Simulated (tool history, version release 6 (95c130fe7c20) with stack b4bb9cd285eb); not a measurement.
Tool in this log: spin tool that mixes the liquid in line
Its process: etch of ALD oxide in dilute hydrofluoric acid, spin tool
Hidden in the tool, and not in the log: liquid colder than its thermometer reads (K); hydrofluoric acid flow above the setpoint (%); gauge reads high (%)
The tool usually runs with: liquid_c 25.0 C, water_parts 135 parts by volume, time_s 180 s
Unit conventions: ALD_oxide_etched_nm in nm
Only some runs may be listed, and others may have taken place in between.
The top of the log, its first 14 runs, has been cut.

run	hour	liquid_c	water_parts	time_s	wafers since the last listed run	hours since the thermometer was replaced	hours since the hydrofluoric acid flow meter was replaced	hours since the gauge calibration	read-back film thickness of the ALD oxide reference wafer, read on the same gauge (nm)	ALD_oxide_etched_nm
# hour 134.4: thermometer replaced
15	140.0	25.0	135	135	82	5.6	1954.9	31.9	80.00	14.55
16	152.2	25.0	135	180	83	17.8	1967.1	44.1	80.02	19.44
17	167.4	21.0	135	250	103	33.0	1982.3	59.3	79.99	23.05
18	214.9	25.0	135	215	324	80.5	2029.8	106.8	80.00	23.34
19	221.7	26.5	90	180	46	87.3	2036.6	113.6	80.00	32.76
20	229.8	22.5	100	180	55	95.4	2044.7	121.7	79.98	24.57
21	245.9	21.5	135	105	109	111.5	2060.8	137.8	80.01	9.88
22	256.7	25.0	135	260	73	122.3	2071.6	148.6	79.99	28.47
23	271.0	25.0	135	180	97	136.6	2085.9	162.9	80.00	19.49
24	282.8	22.0	135	180	80	148.4	2097.7	174.7	79.99	17.34
25	296.7	21.0	75	180	94	162.3	2111.6	188.6	80.00	32.28
26	312.7	20.5	80	140	109	178.3	2127.6	204.6	80.01	22.92
# hour 321.6: hydrofluoric acid flow meter replaced
27	326.5	29.5	80	275	87	192.1	4.9	218.4	80.00	55.33

Run 28 comes next. What will it give?
28	339.8	28.5	65	180	90	205.4	18.2	231.7	?	?

{"run 28": {"read-back film thickness of the ALD oxide reference wafer, read on the same gauge (nm)": 79.99, "ALD_oxide_etched_nm": 43.38}}
Were there no unlogged condition in the tool, this run, its random variation unchanged, would have produced ALD_oxide_etched_nm 43.15 nm.
